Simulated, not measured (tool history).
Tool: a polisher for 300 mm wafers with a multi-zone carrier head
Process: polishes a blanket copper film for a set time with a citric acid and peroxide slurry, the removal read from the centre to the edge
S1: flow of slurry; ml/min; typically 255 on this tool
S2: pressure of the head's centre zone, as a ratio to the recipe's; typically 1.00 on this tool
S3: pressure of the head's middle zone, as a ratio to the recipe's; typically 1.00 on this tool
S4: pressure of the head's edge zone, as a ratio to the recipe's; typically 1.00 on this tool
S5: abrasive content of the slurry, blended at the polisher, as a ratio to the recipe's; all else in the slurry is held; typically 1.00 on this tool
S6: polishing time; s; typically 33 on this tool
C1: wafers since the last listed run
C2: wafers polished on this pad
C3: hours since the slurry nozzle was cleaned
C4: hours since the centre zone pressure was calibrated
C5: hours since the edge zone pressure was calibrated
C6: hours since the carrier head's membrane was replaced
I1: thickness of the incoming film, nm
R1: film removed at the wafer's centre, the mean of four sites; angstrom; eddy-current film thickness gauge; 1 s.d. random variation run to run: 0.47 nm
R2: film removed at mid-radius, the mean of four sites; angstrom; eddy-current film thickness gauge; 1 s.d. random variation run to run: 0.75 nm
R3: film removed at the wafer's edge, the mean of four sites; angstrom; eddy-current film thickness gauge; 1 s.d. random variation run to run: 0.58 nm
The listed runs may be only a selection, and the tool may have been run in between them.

Run 1, hour 0.0: usual settings but S1 285 ml/min, S2 1.06; C1 0; C2 1405; C3 773.5; C4 264.5; C5 395.8; C6 685.5; I1 672.6. Result: R1 628 angstrom, R2 592 angstrom, R3 599 angstrom.
At hour 31.5: slurry nozzle cleaned.
Run 2, hour 59.0: usual settings but S2 1.08, S4 1.06, S5 0.75, S6 36 s; C1 621; C2 2026; C3 27.5; C4 323.5; C5 454.8; C6 744.5; I1 682.0. Result: R1 628 angstrom, R2 569 angstrom, R3 583 angstrom.
At hour 149.8: carrier head's membrane replaced by a new one.
Run 3, hour 159.4: usual settings; C1 1021; C2 3047; C3 127.9; C4 423.9; C5 555.2; C6 9.6; I1 678.3. Result: R1 591 angstrom, R2 570 angstrom, R3 570 angstrom.
Run 4, hour 257.4: usual settings but S2 0.91, S3 1.05; C1 1049; C2 4096; C3 225.9; C4 521.9; C5 653.2; C6 107.6; I1 674.0. Result: R1 526 angstrom, R2 592 angstrom, R3 573 angstrom.
Run 5, hour 357.0: usual settings but S1 210 ml/min, S2 1.10, S3 1.07, S6 28 s; C1 1066; C2 5163; C3 325.5; C4 621.5; C5 752.8; C6 207.2; I1 668.8. Result: R1 526 angstrom, R2 505 angstrom, R3 486 angstrom.
Run 6, hour 424.0: usual settings but S2 1.07, S3 0.96, S4 1.09; C1 717; C2 5880; C3 392.5; C4 688.5; C5 819.8; C6 274.2; I1 677.9. Result: R1 623 angstrom, R2 558 angstrom, R3 596 angstrom.
At hour 462.7: edge zone pressure recalibrated.
Run 7, hour 497.9: usual settings but S3 0.91, S4 0.95, S5 0.70; C1 769; C2 6650; C3 466.4; C4 762.4; C5 35.2; C6 348.1; I1 685.5. Result: R1 510 angstrom, R2 475 angstrom, R3 507 angstrom.
At hour 522.5: centre zone pressure recalibrated.
At hour 582.6: worn pad replaced by a new one.
Run 8, hour 614.9: usual settings; C1 1188; C2 345; C3 583.4; C4 92.4; C5 152.2; C6 465.1; I1 681.1. Result: R1 595 angstrom, R2 605 angstrom, R3 607 angstrom.
Run 9, hour 681.2: usual settings but S3 1.04, S4 1.11; C1 709; C2 1055; C3 649.7; C4 158.7; C5 218.5; C6 531.4; I1 669.4. Result: R1 596 angstrom, R2 616 angstrom, R3 607 angstrom.
Run 10, hour 751.7: usual settings but S1 170 ml/min; C1 754; C2 1810; C3 720.2; C4 229.2; C5 289.0; C6 601.9; I1 681.6. Result: R1 569 angstrom, R2 558 angstrom, R3 566 angstrom.
Run 11, hour 804.4: usual settings; C1 564; C2 2374; C3 772.9; C4 281.9; C5 341.7; C6 654.6; I1 681.9. Result: R1 589 angstrom, R2 578 angstrom, R3 582 angstrom.
At hour 813.8: slurry nozzle cleaned.
At hour 832.9: carrier head's membrane replaced by a new one.
Run 12, hour 912.2: usual settings; C1 1089; C2 3464; C3 98.4; C4 389.7; C5 449.5; C6 79.3; I1 680.9. Result: R1 578 angstrom, R2 579 angstrom, R3 579 angstrom.
Run 13, hour 981.1: usual settings but S1 175 ml/min; C1 737; C2 4202; C3 167.3; C4 458.6; C5 518.4; C6 148.2; I1 679.3. Result: R1 553 angstrom, R2 555 angstrom, R3 567 angstrom.
Run 14, hour 1067.6: usual settings but S2 1.04, S3 0.93; C1 926; C2 5128; C3 253.8; C4 545.1; C5 604.9; C6 234.7; I1 678.3. Result: R1 598 angstrom, R2 533 angstrom, R3 570 angstrom.
Run 15, hour 1156.1: usual settings but S2 1.07, S3 0.89, S6 22 s; C1 947; C2 6075; C3 342.3; C4 633.6; C5 693.4; C6 323.2; I1 683.2. Result: R1 409 angstrom, R2 350 angstrom, R3 381 angstrom.
At hour 1232.4: worn pad replaced by a new one.
Run 16, hour 1232.9: usual settings but S1 210 ml/min, S3 0.95; C1 779; C2 5; C3 419.1; C4 710.4; C5 770.2; C6 400.0; I1 677.8. Result: R1 606 angstrom, R2 561 angstrom, R3 596 angstrom.
At hour 1271.9: edge zone pressure recalibrated.
Run 17, hour 1334.5: usual settings but S3 0.93; C1 1066; C2 1071; C3 520.7; C4 812.0; C5 62.6; C6 501.6; I1 673.7. Result: R1 587 angstrom, R2 556 angstrom, R3 598 angstrom.
At hour 1347.3: centre zone pressure recalibrated.
At hour 1531.0: carrier head's membrane replaced by a new one.
Run 18, hour 1592.4: usual settings but S1 205 ml/min, S2 0.92, S4 1.05, S6 39 s; C1 2686; C2 3757; C3 778.6; C4 245.1; C5 320.5; C6 61.4; I1 679.1. Result: R1 620 angstrom, R2 675 angstrom, R3 676 angstrom.
At hour 1627.5: slurry nozzle cleaned.
Run 19, hour 1695.5: usual settings but S3 1.06; C1 1093; C2 4851; C3 68.0; C4 348.2; C5 423.6; C6 164.5; I1 679.2. Result: R1 575 angstrom, R2 585 angstrom, R3 573 angstrom.
Run 20, hour 1789.2: usual settings but S6 36 s; C1 1003; C2 5854; C3 161.7; C4 441.9; C5 517.3; C6 258.2; I1 678.4. Result: R1 624 angstrom, R2 624 angstrom, R3 625 angstrom.
Run 21, hour 1839.6: usual settings but S2 0.89, S3 1.08, S5 0.85; C1 539; C2 6393; C3 212.1; C4 492.3; C5 567.7; C6 308.6; I1 671.0. Result: R1 482 angstrom, R2 582 angstrom, R3 548 angstrom.

Hidden condition of the tool, last listed run before each entry between runs versus first listed run after:
Between runs 1 and 2: slurry nozzle cleaned (hour 31.5)
  removal rate lost through wear of the pad, %: 3.34 -> 4.1
  what was measured, less what the result would be without the hidden state, R1: -21 -> -27 angstrom; R2: -20 -> -24 angstrom; R3: -20 -> -25 angstrom
Between runs 2 and 3: carrier head's membrane replaced by a new one (hour 149.8)
  removal rate lost through wear of the pad, %: 4.1 -> 5.04
  what was measured, less what the result would be without the hidden state, R1: -27 -> -32 angstrom; R2: -24 -> -30 angstrom; R3: -25 -> -31 angstrom
Between runs 6 and 7: edge zone pressure recalibrated (hour 462.7)
  removal rate lost through wear of the pad, %: 6.26 -> 6.43
  what was measured, less what the result would be without the hidden state, R1: -42 -> -35 angstrom; R2: -38 -> -32 angstrom; R3: -40 -> -34 angstrom
Between runs 7 and 8: centre zone pressure recalibrated (hour 522.5); worn pad replaced by a new one (hour 582.6)
  removal rate lost through wear of the pad, %: 6.43 -> 1.75
  what was measured, less what the result would be without the hidden state, R1: -35 -> -10 angstrom; R2: -32 -> -11 angstrom; R3: -34 -> -11 angstrom
Between runs 11 and 12: slurry nozzle cleaned (hour 813.8); carrier head's membrane replaced by a new one (hour 832.9)
  removal rate lost through wear of the pad, %: 4.64 -> 5.51
  what was measured, less what the result would be without the hidden state, R1: -28 -> -33 angstrom; R2: -28 -> -34 angstrom; R3: -28 -> -34 angstrom
Between runs 15 and 16: worn pad replaced by a new one (hour 1232.4)
  removal rate lost through wear of the pad, %: 6.5 -> 0.78
  what was measured, less what the result would be without the hidden state, R1: -29 -> -5 angstrom; R2: -24 -> -4 angstrom; R3: -27 -> -4 angstrom
Between runs 16 and 17: edge zone pressure recalibrated (hour 1271.9)
  removal rate lost through wear of the pad, %: 0.78 -> 2.85
  what was measured, less what the result would be without the hidden state, R1: -5 -> -17 angstrom; R2: -4 -> -17 angstrom; R3: -4 -> -18 angstrom
Between runs 17 and 18: centre zone pressure recalibrated (hour 1347.3); carrier head's membrane replaced by a new one (hour 1531.0)
  removal rate lost through wear of the pad, %: 2.85 -> 5.47
  what was measured, less what the result would be without the hidden state, R1: -17 -> -35 angstrom; R2: -17 -> -40 angstrom; R3: -18 -> -40 angstrom
Between runs 18 and 19: slurry nozzle cleaned (hour 1627.5)
  removal rate lost through wear of the pad, %: 5.47 -> 5.95
  what was measured, less what the result would be without the hidden state, R1: -35 -> -37 angstrom; R2: -40 -> -37 angstrom; R3: -40 -> -37 angstrom
